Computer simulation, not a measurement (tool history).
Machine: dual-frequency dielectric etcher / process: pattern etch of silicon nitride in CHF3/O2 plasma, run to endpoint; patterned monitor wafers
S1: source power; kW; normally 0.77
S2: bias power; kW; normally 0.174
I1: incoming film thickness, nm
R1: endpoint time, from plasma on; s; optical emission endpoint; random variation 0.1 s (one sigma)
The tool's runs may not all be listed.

run,hour,S1,S2,I1,R1
1,0,0.77,0.174,62.7,35.1
2,89.5,0.77,0.174,62.5,35.3
3,197.3,0.89,0.153,63.2,35.8
4,253.3,0.77,0.159,62.9,37.1
# hour 348.3: wet clean of the chamber
5,348.8,0.77,0.159,63.2,36
6,440.5,0.77,0.159,63,36.2
7,500.6,0.77,0.174,62.7,34.9
# hour 583.2: source power generator calibrated
8,584.5,0.77,0.174,63,35.5
9,636.4,0.62,0.143,63.1,41.6
10,708.4,0.77,0.174,62.5,35.2
11,783.1,0.77,0.174,62.9,35.8
12,846.2,0.77,0.174,62.6,35.8
# hour 914.7: wet clean of the chamber
13,915.2,0.77,0.212,62.8,31.7
14,1021,0.63,0.174,62.8,37.3
# hour 1083.9: upper electrode replaced
15,1122.5,0.67,0.143,62.7,39.3
16,1197,0.77,0.174,62.7,34.8
17,1291.2,0.85,0.174,62.7,33.9
# hour 1354.7: bias power generator calibrated
18,1394.9,0.96,0.145,62.4,35.3
19,1435.1,0.77,0.174,62.4,36.1
# hour 1474.5: wet clean of the chamber
20,1520.9,0.77,0.196,63.3,33.3
21,1616.3,0.59,0.186,63.5,37.9
22,1684.9,0.58,0.206,62.4,36.4
23,1739.6,0.95,0.154,62.9,34.4
24,1814.4,0.62,0.143,62.2,41.4

For each run, what was the tool's unlogged condition?
source power that arrives over what is set, %: 0 on each run
H1: etch rate over this chamber's usual, %
H2: bias power that arrives over what is set, %
run,H1,H2
1,-1.88,1.4
2,-2.56,1.59
3,-3.39,1.83
4,-3.82,1.97
5,-0.708,2.21
6,-1.41,2.45
7,-1.87,2.61
8,-2.51,2.85
9,-2.91,3.01
10,-3.46,3.23
11,-4.04,3.46
12,-4.52,3.67
13,-0.383,3.9
14,-1.19,4.27
15,-1.97,4.64
16,-2.54,4.92
17,-3.26,5.28
18,-4.06,-0.256
19,-4.37,-0.252
20,-0.0576,-0.237
21,-0.789,-0.207
22,-1.31,-0.177
23,-1.73,-0.148
24,-2.31,-0.102
